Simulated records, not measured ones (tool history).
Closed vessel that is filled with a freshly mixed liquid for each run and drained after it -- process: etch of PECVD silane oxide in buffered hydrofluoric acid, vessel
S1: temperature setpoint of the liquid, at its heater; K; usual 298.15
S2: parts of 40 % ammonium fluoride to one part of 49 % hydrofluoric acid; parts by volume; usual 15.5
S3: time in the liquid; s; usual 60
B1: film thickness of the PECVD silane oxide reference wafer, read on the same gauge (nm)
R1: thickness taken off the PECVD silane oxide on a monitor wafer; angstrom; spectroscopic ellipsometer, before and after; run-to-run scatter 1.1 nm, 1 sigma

Run 1, hour 0: usual settings but S2 20 parts by volume; B1 89.95. Result: R1 1325.8 angstrom.
Run 2, hour 8.9: usual settings but S2 20 parts by volume; B1 89.97. Result: R1 1310.2 angstrom.
Run 3, hour 23.4: usual settings but S2 20 parts by volume; B1 90.04. Result: R1 1317.2 angstrom.
Run 4, hour 59.7: usual settings but S2 13.5 parts by volume; B1 89.98. Result: R1 1945 angstrom.
Run 5, hour 73.6: usual settings but S2 11 parts by volume; B1 90.02. Result: R1 2350 angstrom.
At hour 81.6: gauge calibrated.
Run 6, hour 88.6: usual settings but S2 11 parts by volume; B1 89.98. Result: R1 2370.6 angstrom.
Run 7, hour 97.2: usual settings but S1 294.65 K, S3 85 s; B1 90.02. Result: R1 1951 angstrom.
At hour 101.2: hydrofluoric acid flow meter replaced.
At hour 101.5: thermometer replaced.
Run 8, hour 104.1: usual settings but S1 294.65 K, S3 85 s; B1 89.99. Result: R1 1854.4 angstrom.
Run 9, hour 118.4: usual settings but S2 13 parts by volume; B1 89.97. Result: R1 1880.7 angstrom.
Run 10, hour 125.6: usual settings but S2 13 parts by volume; B1 89.99. Result: R1 1869.2 angstrom.
Run 11, hour 131.9: usual settings but S3 80 s; B1 89.97. Result: R1 2100.5 angstrom.
At hour 133.6: thermometer replaced, repeated, since the last time left the tool worse.
Run 12, hour 140.3: usual settings but S2 13 parts by volume, S3 80 s; B1 90.02. Result: R1 2924.9 angstrom.
Run 13, hour 148.5: usual settings but S1 302.65 K, S2 12.5 parts by volume, S3 40 s; B1 89.99. Result: R1 1905.5 angstrom.
Run 14, hour 164.8: usual settings but S1 294.65 K, S3 85 s; B1 89.97. Result: R1 2152.2 angstrom.
Run 15, hour 179.1: usual settings; B1 89.99. Result: R1 1833.9 angstrom.
Run 16, hour 186.7: usual settings but S1 293.65 K, S2 11.5 parts by volume, S3 75 s; B1 89.99. Result: R1 2428.5 angstrom.
Run 17, hour 199.5: usual settings but S1 303.15 K, S2 21 parts by volume, S3 30 s; B1 89.98. Result: R1 910.7 angstrom.
Run 18, hour 207.7: usual settings; B1 89.98. Result: R1 1855 angstrom.
Run 19, hour 216.5: usual settings but S1 300.65 K, S2 21.5 parts by volume, S3 30 s; B1 89.99. Result: R1 771.9 angstrom.
Run 20, hour 234.4: usual settings; B1 90.03. Result: R1 1805.5 angstrom.
Run 21, hour 244.5: usual settings but S2 9.5 parts by volume, S3 85 s; B1 89.99. Result: R1 4096.5 angstrom.

Below are 4 alternative next runs, each starting from the tool's condition after run 21. Predict each:
Run A, hour 245.2: usual settings; B1 ?. Result: R1 ?.
Run B, hour 245.2: usual settings but S1 295.15 K, S2 9.5 parts by volume, S3 30 s; B1 ?. Result: R1 ?.
Run C, hour 245.2: usual settings but S2 10 parts by volume; B1 ?. Result: R1 ?.
Run D, hour 245.2: usual settings but S1 302.65 K, S2 20 parts by volume, S3 80 s; B1 ?. Result: R1 ?.

run     B1      R1
  A  89.96  1826.3
  B  89.96    1228
  C  89.96  2803.6
  D  89.96  2413.7
Stripped of hidden state, with their random variation kept, the same runs would have yielded:
run      R1
  A  1881.8
  B  1265.9
  C  2888.5
  D  2485.1
